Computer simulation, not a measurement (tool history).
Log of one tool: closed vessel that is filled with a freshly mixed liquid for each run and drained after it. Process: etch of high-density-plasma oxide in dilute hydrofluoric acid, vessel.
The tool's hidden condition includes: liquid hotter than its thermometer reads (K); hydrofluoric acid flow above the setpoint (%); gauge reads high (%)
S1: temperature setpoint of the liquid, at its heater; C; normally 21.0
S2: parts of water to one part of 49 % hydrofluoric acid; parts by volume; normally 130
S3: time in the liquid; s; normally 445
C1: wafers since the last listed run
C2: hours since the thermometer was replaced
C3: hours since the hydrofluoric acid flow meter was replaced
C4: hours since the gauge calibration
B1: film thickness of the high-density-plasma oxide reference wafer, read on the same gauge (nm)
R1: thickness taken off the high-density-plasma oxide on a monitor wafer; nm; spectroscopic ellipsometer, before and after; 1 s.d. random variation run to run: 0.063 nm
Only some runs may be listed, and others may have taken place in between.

| run | hour | S1 | S2 | S3 | C1 | C2 | C3 | C4 | B1 | R1 |
|---|---|---|---|---|---|---|---|---|---|---|
| 1 | 0.0 | 21.0 | 130 | 285 | 0 | 591.6 | 2000.9 | 210.7 | 90.00 | 13.80 |
| 2 | 14.6 | 21.0 | 130 | 285 | 1358 | 606.2 | 2015.5 | 225.3 | 90.00 | 13.82 |
| 3 | 29.7 | 24.5 | 130 | 325 | 1404 | 621.3 | 2030.6 | 240.4 | 89.98 | 18.22 |
| 4 | 41.9 | 24.5 | 130 | 325 | 1134 | 633.5 | 2042.8 | 252.6 | 89.99 | 18.17 |
| 5 | 57.1 | 24.5 | 130 | 325 | 1413 | 648.7 | 2058.0 | 267.8 | 90.01 | 18.10 |
| 6 | 70.2 | 21.0 | 130 | 445 | 1218 | 661.8 | 2071.1 | 280.9 | 90.00 | 21.71 |
| 7 | 86.6 | 21.0 | 130 | 445 | 1525 | 678.2 | 2087.5 | 297.3 | 89.97 | 21.61 |
| 8 | 100.8 | 21.0 | 130 | 445 | 1320 | 692.4 | 2101.7 | 311.5 | 89.98 | 21.83 |
| 9 | 116.6 | 21.0 | 130 | 445 | 1469 | 708.2 | 2117.5 | 327.3 | 89.98 | 21.81 |
| 10 | 132.1 | 21.0 | 130 | 445 | 1441 | 723.7 | 2133.0 | 342.8 | 90.00 | 21.81 |
|  | 143.6 | hydrofluoric acid flow meter replaced |
| 11 | 148.5 | 21.0 | 130 | 445 | 1432 | 740.1 | 4.9 | 359.2 | 90.01 | 19.20 |
| 12 | 162.4 | 21.0 | 130 | 445 | 1292 | 754.0 | 18.8 | 373.1 | 89.99 | 19.09 |
|  | 166.7 | gauge calibrated |
| 13 | 171.0 | 23.0 | 130 | 445 | 799 | 762.6 | 27.4 | 4.3 | 89.99 | 20.67 |
|  | 174.7 | thermometer replaced |
| 14 | 223.2 | 19.5 | 175 | 445 | 4762 | 48.5 | 79.6 | 56.5 | 89.99 | 12.86 |
| 15 | 236.6 | 21.0 | 130 | 295 | 1246 | 61.9 | 93.0 | 69.9 | 90.03 | 12.71 |
| 16 | 244.8 | 21.0 | 85 | 270 | 762 | 70.1 | 101.2 | 78.1 | 90.01 | 18.88 |
| 17 | 258.0 | 21.0 | 110 | 445 | 1227 | 83.3 | 114.4 | 91.3 | 90.01 | 23.08 |
| 18 | 271.2 | 22.5 | 175 | 270 | 1227 | 96.5 | 127.6 | 104.5 | 90.01 | 8.80 |
| 19 | 280.4 | 21.0 | 130 | 445 | 855 | 105.7 | 136.8 | 113.7 | 89.99 | 19.37 |
| 20 | 312.3 | 21.0 | 85 | 225 | 2967 | 137.6 | 168.7 | 145.6 | 90.00 | 15.63 |
| 21 | 323.3 | 24.5 | 130 | 325 | 1023 | 148.6 | 179.7 | 156.6 | 90.00 | 16.18 |

5 ways to go on from here, each from the tool as it stands after run 21. What would each give?
| A | 324.1 | 21.0 | 130 | 445 | 74 | 149.4 | 180.5 | 157.4 | ? | ? |
| B | 324.1 | 24.0 | 70 | 200 | 74 | 149.4 | 180.5 | 157.4 | ? | ? |
| C | 324.1 | 21.0 | 185 | 445 | 74 | 149.4 | 180.5 | 157.4 | ? | ? |
| D | 324.1 | 17.0 | 180 | 655 | 74 | 149.4 | 180.5 | 157.4 | ? | ? |
| E | 324.1 | 21.0 | 130 | 630 | 74 | 149.4 | 180.5 | 157.4 | ? | ? |

| run | B1 | R1 |
|---|---|---|
| A | 89.99 | 19.36 |
| B | 89.99 | 19.54 |
| C | 89.99 | 12.85 |
| D | 89.99 | 16.68 |
| E | 89.99 | 27.41 |
Take away the tool's hidden state, keep each run's random variation, and the runs would have read:
| run | R1 |
|---|---|
| A | 18.77 |
| B | 18.98 |
| C | 12.45 |
| D | 16.16 |
| E | 26.58 |
